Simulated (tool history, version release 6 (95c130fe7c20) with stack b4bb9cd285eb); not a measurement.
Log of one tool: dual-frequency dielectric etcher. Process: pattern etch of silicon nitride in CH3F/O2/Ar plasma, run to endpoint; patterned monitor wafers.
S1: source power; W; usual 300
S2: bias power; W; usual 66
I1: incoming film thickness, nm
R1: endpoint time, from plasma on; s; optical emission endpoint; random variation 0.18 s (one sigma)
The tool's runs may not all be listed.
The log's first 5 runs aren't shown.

run     day   S1  S2     I1    R1
  6  10.088  300  66  27.98  47.9
  7  12.688  300  66  28.26  47.8
  8  15.654  300  66   28.2  47.4
     17.779  -- wet clean of the chamber
  9    17.8  300  66   28.1  49.6
 10  19.204  300  66  28.43    50
 11  20.717  300  66  28.22  49.6
 12  22.229  300  66  28.31  49.6
 13  24.983  300  66  28.44  49.5
     25.575  -- source power generator calibrated
 14  26.092  300  58   28.4  51.8
 15  32.946  240  66  28.29  51.2
     34.121  -- bias power generator calibrated
 16  34.458  300  59  28.27    51
     36.392  -- wet clean of the chamber
 17  36.412  300  72  28.39  48.8
 18  40.883  300  66  28.45  49.7
 19  42.908  300  66  28.28  49.1
 20  44.442  300  66  28.18  48.7

The next listed run, before its measurement:
 21  45.942  300  66  28.43   ?

{"run 21": {"R1": 49.3}}
Without the tool's hidden state the same run would have given R1 51.1 s.
